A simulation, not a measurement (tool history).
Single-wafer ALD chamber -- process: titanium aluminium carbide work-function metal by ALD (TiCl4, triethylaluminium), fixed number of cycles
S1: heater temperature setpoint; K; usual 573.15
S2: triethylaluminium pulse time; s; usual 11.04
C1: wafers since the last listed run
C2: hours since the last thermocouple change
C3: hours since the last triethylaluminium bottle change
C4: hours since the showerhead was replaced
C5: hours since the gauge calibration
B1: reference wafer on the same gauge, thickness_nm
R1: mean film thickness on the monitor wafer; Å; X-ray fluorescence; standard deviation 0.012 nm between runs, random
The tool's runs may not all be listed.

{"run": 1, "hour": 0.0, "S1": 573.15, "S2": 9.89, "C1": 0, "C2": 1049.0, "C3": 1444.2, "C4": 7063.9, "C5": 174.3, "B1": 2.33, "R1": 17.47}
{"run": 2, "hour": 12.9, "S1": 573.15, "S2": 11.04, "C1": 104, "C2": 1061.9, "C3": 1457.1, "C4": 7076.8, "C5": 187.2, "B1": 2.331, "R1": 18.12}
{"run": 3, "hour": 25.2, "S1": 573.15, "S2": 11.04, "C1": 99, "C2": 1074.2, "C3": 1469.4, "C4": 7089.1, "C5": 199.5, "B1": 2.329, "R1": 18.22}
{"run": 4, "hour": 33.1, "S1": 573.15, "S2": 11.04, "C1": 64, "C2": 1082.1, "C3": 1477.3, "C4": 7097.0, "C5": 207.4, "B1": 2.328, "R1": 18.16}
{"run": 5, "hour": 45.4, "S1": 582.15, "S2": 12.18, "C1": 99, "C2": 1094.4, "C3": 1489.6, "C4": 7109.3, "C5": 219.7, "B1": 2.328, "R1": 19.73}
{"run": 6, "hour": 59.4, "S1": 582.15, "S2": 12.18, "C1": 113, "C2": 1108.4, "C3": 1503.6, "C4": 7123.3, "C5": 233.7, "B1": 2.332, "R1": 19.82}
{"run": 7, "hour": 72.7, "S1": 573.15, "S2": 7.78, "C1": 108, "C2": 1121.7, "C3": 1516.9, "C4": 7136.6, "C5": 247.0, "B1": 2.333, "R1": 14.08}
{"run": 8, "hour": 90.7, "S1": 573.15, "S2": 7.78, "C1": 146, "C2": 1139.7, "C3": 1534.9, "C4": 7154.6, "C5": 265.0, "B1": 2.328, "R1": 13.88}
{"run": 9, "hour": 103.0, "S1": 573.15, "S2": 7.78, "C1": 99, "C2": 1152.0, "C3": 1547.2, "C4": 7166.9, "C5": 277.3, "B1": 2.33, "R1": 13.67}
{"run": 10, "hour": 117.2, "S1": 573.15, "S2": 11.04, "C1": 115, "C2": 1166.2, "C3": 1561.4, "C4": 7181.1, "C5": 291.5, "B1": 2.332, "R1": 17.5}
{"hour": 137.0, "done": "showerhead replaced, of another model than before"}
{"run": 11, "hour": 137.5, "S1": 573.15, "S2": 11.04, "C1": 99, "C2": 1186.5, "C3": 1581.7, "C4": 0.5, "C5": 311.8, "B1": 2.332, "R1": 9.18}
{"run": 12, "hour": 144.4, "S1": 573.15, "S2": 12.05, "C1": 56, "C2": 1193.4, "C3": 1588.6, "C4": 7.4, "C5": 318.7, "B1": 2.331, "R1": 10.4}
{"hour": 154.9, "done": "thermocouple changed; heater temperature recalibrated"}
{"run": 13, "hour": 159.6, "S1": 573.15, "S2": 11.04, "C1": 58, "C2": 4.7, "C3": 1603.8, "C4": 22.6, "C5": 333.9, "B1": 2.332, "R1": 8.24}
{"hour": 162.2, "done": "gauge calibrated"}
{"run": 14, "hour": 168.1, "S1": 578.15, "S2": 13.95, "C1": 69, "C2": 13.2, "C3": 1612.3, "C4": 31.1, "C5": 5.9, "B1": 2.33, "R1": 11.37}
{"run": 15, "hour": 181.4, "S1": 578.15, "S2": 13.95, "C1": 108, "C2": 26.5, "C3": 1625.6, "C4": 44.4, "C5": 19.2, "B1": 2.33, "R1": 10.56}
{"run": 16, "hour": 198.6, "S1": 573.15, "S2": 13.97, "C1": 139, "C2": 43.7, "C3": 1642.8, "C4": 61.6, "C5": 36.4, "B1": 2.33, "R1": 8.92}
{"run": 17, "hour": 213.1, "S1": 585.15, "S2": 14.52, "C1": 117, "C2": 58.2, "C3": 1657.3, "C4": 76.1, "C5": 50.9, "B1": 2.332, "R1": 8.82}
{"run": 18, "hour": 230.8, "S1": 588.15, "S2": 15.44, "C1": 143, "C2": 75.9, "C3": 1675.0, "C4": 93.8, "C5": 68.6, "B1": 2.331, "R1": 7.65}
{"run": 19, "hour": 261.5, "S1": 573.15, "S2": 11.04, "C1": 249, "C2": 106.6, "C3": 1705.7, "C4": 124.5, "C5": 99.3, "B1": 2.333, "R1": 1.52}
{"hour": 279.5, "done": "triethylaluminium bottle replaced"}
{"run": 20, "hour": 280.0, "S1": 579.15, "S2": 9.05, "C1": 85, "C2": 125.1, "C3": 0.5, "C4": 143.0, "C5": 117.8, "B1": 2.33, "R1": 18.35}
{"run": 21, "hour": 289.0, "S1": 565.15, "S2": 7.84, "C1": 73, "C2": 134.1, "C3": 9.5, "C4": 152.0, "C5": 126.8, "B1": 2.328, "R1": 12.45}
{"run": 22, "hour": 298.1, "S1": 573.15, "S2": 11.04, "C1": 73, "C2": 143.2, "C3": 18.6, "C4": 161.1, "C5": 135.9, "B1": 2.331, "R1": 20.01}
{"run": 23, "hour": 311.6, "S1": 565.15, "S2": 7.84, "C1": 109, "C2": 156.7, "C3": 32.1, "C4": 174.6, "C5": 149.4, "B1": 2.329, "R1": 12.48}
{"run": 24, "hour": 326.6, "S1": 587.15, "S2": 9.67, "C1": 121, "C2": 171.7, "C3": 47.1, "C4": 189.6, "C5": 164.4, "B1": 2.33, "R1": 20.44}
{"run": 25, "hour": 334.8, "S1": 565.15, "S2": 13.12, "C1": 66, "C2": 179.9, "C3": 55.3, "C4": 197.8, "C5": 172.6, "B1": 2.328, "R1": 19.66}
{"run": 26, "hour": 344.3, "S1": 584.15, "S2": 11.04, "C1": 77, "C2": 189.4, "C3": 64.8, "C4": 207.3, "C5": 182.1, "B1": 2.332, "R1": 21.32}
{"run": 27, "hour": 357.1, "S1": 577.15, "S2": 11.04, "C1": 104, "C2": 202.2, "C3": 77.6, "C4": 220.1, "C5": 194.9, "B1": 2.329, "R1": 20.5}
{"run": 28, "hour": 365.3, "S1": 573.15, "S2": 11.04, "C1": 66, "C2": 210.4, "C3": 85.8, "C4": 228.3, "C5": 203.1, "B1": 2.33, "R1": 20.04}
{"run": 29, "hour": 375.1, "S1": 573.15, "S2": 11.04, "C1": 79, "C2": 220.2, "C3": 95.6, "C4": 238.1, "C5": 212.9, "B1": 2.331, "R1": 20.0}
{"run": 30, "hour": 384.7, "S1": 573.15, "S2": 11.04, "C1": 78, "C2": 229.8, "C3": 105.2, "C4": 247.7, "C5": 222.5, "B1": 2.328, "R1": 20.09}
{"run": 31, "hour": 395.2, "S1": 573.15, "S2": 11.04, "C1": 85, "C2": 240.3, "C3": 115.7, "C4": 258.2, "C5": 233.0, "B1": 2.327, "R1": 20.11}

For each run, the measured value with the value that run would have given without the tool's hidden condition subtracted. The run-to-run variation is shared by both, the gauge scatter possibly not:
Hidden conditions of the tool in this case: wafer temperature above the value expected at the setpoint (K); triethylaluminium dose above that of a fresh bottle (%); gauge reads high (%).
run=1 R1=-2.35
run=2 R1=-1.84
run=3 R1=-1.92
run=4 R1=-1.96
run=5 R1=-1.61
run=6 R1=-1.70
run=7 R1=-4.08
run=8 R1=-4.23
run=9 R1=-4.30
run=10 R1=-2.44
run=11 R1=-10.93
run=12 R1=-10.19
run=13 R1=-12.16
run=14 R1=-9.58
run=15 R1=-10.60
run=16 R1=-11.48
run=17 R1=-13.30
run=18 R1=-14.74
run=19 R1=-18.54
run=20 R1=-0.12
run=21 R1=-0.16
run=22 R1=-0.04
run=23 R1=-0.16
run=24 R1=-0.10
run=25 R1=-0.01
run=26 R1=-0.04
run=27 R1=-0.04
run=28 R1=-0.04
run=29 R1=-0.04
run=30 R1=-0.04
run=31 R1=-0.05
